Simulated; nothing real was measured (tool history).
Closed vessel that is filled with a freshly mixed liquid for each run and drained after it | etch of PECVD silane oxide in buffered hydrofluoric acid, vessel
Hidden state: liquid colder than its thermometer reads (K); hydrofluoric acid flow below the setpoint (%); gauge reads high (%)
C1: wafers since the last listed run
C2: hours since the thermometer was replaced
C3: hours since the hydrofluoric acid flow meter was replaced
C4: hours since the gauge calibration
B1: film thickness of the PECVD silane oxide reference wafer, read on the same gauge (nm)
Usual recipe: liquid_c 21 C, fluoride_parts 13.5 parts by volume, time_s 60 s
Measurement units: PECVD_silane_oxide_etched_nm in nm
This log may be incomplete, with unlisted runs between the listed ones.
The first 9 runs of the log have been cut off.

{"run": 10, "hour": 118.1, "liquid_c": 25.5, "fluoride_parts": 12, "time_s": 60, "C1": 978, "C2": 64.4, "C3": 1140.9, "C4": 362.4, "B1": 90, "PECVD_silane_oxide_etched_nm": 235.29}
{"run": 11, "hour": 128.2, "liquid_c": 21, "fluoride_parts": 13.5, "time_s": 60, "C1": 932, "C2": 74.5, "C3": 1151, "C4": 372.5, "B1": 89.99, "PECVD_silane_oxide_etched_nm": 163.41}
{"run": 12, "hour": 138.7, "liquid_c": 21, "fluoride_parts": 13.5, "time_s": 60, "C1": 969, "C2": 85, "C3": 1161.5, "C4": 383, "B1": 89.96, "PECVD_silane_oxide_etched_nm": 163.1}
{"run": 13, "hour": 153.8, "liquid_c": 18, "fluoride_parts": 13.5, "time_s": 70, "C1": 1393, "C2": 100.1, "C3": 1176.6, "C4": 398.1, "B1": 89.99, "PECVD_silane_oxide_etched_nm": 160.97}
{"hour": 160.8, "done": "hydrofluoric acid flow meter replaced"}
{"run": 14, "hour": 167.8, "liquid_c": 21, "fluoride_parts": 8.5, "time_s": 60, "C1": 1199, "C2": 114.1, "C3": 7, "C4": 412.1, "B1": 90.05, "PECVD_silane_oxide_etched_nm": 247.11}
{"run": 15, "hour": 176.2, "liquid_c": 24.5, "fluoride_parts": 11.5, "time_s": 50, "C1": 775, "C2": 122.5, "C3": 15.4, "C4": 420.5, "B1": 89.97, "PECVD_silane_oxide_etched_nm": 192.19}
{"hour": 182.5, "done": "gauge calibrated"}
{"run": 16, "hour": 190.3, "liquid_c": 21, "fluoride_parts": 10, "time_s": 60, "C1": 1301, "C2": 136.6, "C3": 29.5, "C4": 7.8, "B1": 90.01, "PECVD_silane_oxide_etched_nm": 219.92}
{"run": 17, "hour": 205.6, "liquid_c": 21, "fluoride_parts": 13.5, "time_s": 60, "C1": 1412, "C2": 151.9, "C3": 44.8, "C4": 23.1, "B1": 90, "PECVD_silane_oxide_etched_nm": 164.49}
{"run": 18, "hour": 219.3, "liquid_c": 25.5, "fluoride_parts": 17, "time_s": 35, "C1": 1264, "C2": 165.6, "C3": 58.5, "C4": 36.8, "B1": 90.03, "PECVD_silane_oxide_etched_nm": 94.71}
{"run": 19, "hour": 233.6, "liquid_c": 24, "fluoride_parts": 13.5, "time_s": 40, "C1": 1319, "C2": 179.9, "C3": 72.8, "C4": 51.1, "B1": 89.99, "PECVD_silane_oxide_etched_nm": 125.73}
{"run": 20, "hour": 241.7, "liquid_c": 19, "fluoride_parts": 13.5, "time_s": 40, "C1": 747, "C2": 188, "C3": 80.9, "C4": 59.2, "B1": 90.01, "PECVD_silane_oxide_etched_nm": 95.71}
{"run": 21, "hour": 258.7, "liquid_c": 18, "fluoride_parts": 8.5, "time_s": 60, "C1": 1568, "C2": 205, "C3": 97.9, "C4": 76.2, "B1": 89.99, "PECVD_silane_oxide_etched_nm": 207.38}
{"run": 22, "hour": 274.7, "liquid_c": 24, "fluoride_parts": 13.5, "time_s": 95, "C1": 1476, "C2": 221, "C3": 113.9, "C4": 92.2, "B1": 90.04, "PECVD_silane_oxide_etched_nm": 303.51}
{"run": 23, "hour": 291.2, "liquid_c": 24, "fluoride_parts": 18, "time_s": 45, "C1": 1522, "C2": 237.5, "C3": 130.4, "C4": 108.7, "B1": 90.01, "PECVD_silane_oxide_etched_nm": 107.31}
{"run": 24, "hour": 306.2, "liquid_c": 21, "fluoride_parts": 9.5, "time_s": 90, "C1": 1384, "C2": 252.5, "C3": 145.4, "C4": 123.7, "B1": 90.01, "PECVD_silane_oxide_etched_nm": 327.39}
{"run": 25, "hour": 319.3, "liquid_c": 24, "fluoride_parts": 8.5, "time_s": 50, "C1": 1208, "C2": 265.6, "C3": 158.5, "C4": 136.8, "B1": 90, "PECVD_silane_oxide_etched_nm": 237.97}
{"run": 26, "hour": 335.4, "liquid_c": 26, "fluoride_parts": 13.5, "time_s": 75, "C1": 1485, "C2": 281.7, "C3": 174.6, "C4": 152.9, "B1": 90, "PECVD_silane_oxide_etched_nm": 260.55}
{"run": 27, "hour": 352.9, "liquid_c": 21, "fluoride_parts": 15.5, "time_s": 30, "C1": 1615, "C2": 299.2, "C3": 192.1, "C4": 170.4, "B1": 90.01, "PECVD_silane_oxide_etched_nm": 68.32}
{"run": 28, "hour": 359.8, "liquid_c": 21, "fluoride_parts": 13.5, "time_s": 85, "C1": 636, "C2": 306.1, "C3": 199, "C4": 177.3, "B1": 89.99, "PECVD_silane_oxide_etched_nm": 228.18}
{"run": 29, "hour": 374.1, "liquid_c": 21, "fluoride_parts": 13.5, "time_s": 60, "C1": 1319, "C2": 320.4, "C3": 213.3, "C4": 191.6, "B1": 90, "PECVD_silane_oxide_etched_nm": 155.91}
{"run": 30, "hour": 384.4, "liquid_c": 22.5, "fluoride_parts": 8.5, "time_s": 95, "C1": 950, "C2": 330.7, "C3": 223.6, "C4": 201.9, "B1": 90.01, "PECVD_silane_oxide_etched_nm": 418.19}
{"run": 31, "hour": 399.9, "liquid_c": 21, "fluoride_parts": 13.5, "time_s": 60, "C1": 1430, "C2": 346.2, "C3": 239.1, "C4": 217.4, "B1": 90.01, "PECVD_silane_oxide_etched_nm": 157.64}
{"run": 32, "hour": 407.9, "liquid_c": 21, "fluoride_parts": 18, "time_s": 60, "C1": 738, "C2": 354.2, "C3": 247.1, "C4": 225.4, "B1": 90.01, "PECVD_silane_oxide_etched_nm": 117.98}
{"run": 33, "hour": 420.5, "liquid_c": 22.5, "fluoride_parts": 13.5, "time_s": 60, "C1": 1162, "C2": 366.8, "C3": 259.7, "C4": 238, "B1": 90, "PECVD_silane_oxide_etched_nm": 171.76}

Here are 4 independent what-if runs from the current tool condition. What would each one return?
{"run": "A", "hour": 421.2, "liquid_c": 21, "fluoride_parts": 13.5, "time_s": 60, "C1": 64, "C2": 367.5, "C3": 260.4, "C4": 238.7, "B1": "?", "PECVD_silane_oxide_etched_nm": "?"}
{"run": "B", "hour": 421.2, "liquid_c": 21, "fluoride_parts": 13.5, "time_s": 30, "C1": 64, "C2": 367.5, "C3": 260.4, "C4": 238.7, "B1": "?", "PECVD_silane_oxide_etched_nm": "?"}
{"run": "C", "hour": 421.2, "liquid_c": 23, "fluoride_parts": 16, "time_s": 70, "C1": 64, "C2": 367.5, "C3": 260.4, "C4": 238.7, "B1": "?", "PECVD_silane_oxide_etched_nm": "?"}
{"run": "D", "hour": 421.2, "liquid_c": 17, "fluoride_parts": 13.5, "time_s": 60, "C1": 64, "C2": 367.5, "C3": 260.4, "C4": 238.7, "B1": "?", "PECVD_silane_oxide_etched_nm": "?"}

run=A B1=89.97 PECVD_silane_oxide_etched_nm=155.98
run=B B1=89.97 PECVD_silane_oxide_etched_nm=77.99
run=C B1=89.97 PECVD_silane_oxide_etched_nm=172.13
run=D B1=89.97 PECVD_silane_oxide_etched_nm=124.3
Stripped of hidden state, with their random variation kept, the same runs would have yielded:
run=A PECVD_silane_oxide_etched_nm=164.21
run=B PECVD_silane_oxide_etched_nm=82.1
run=C PECVD_silane_oxide_etched_nm=181.09
run=D PECVD_silane_oxide_etched_nm=131.03
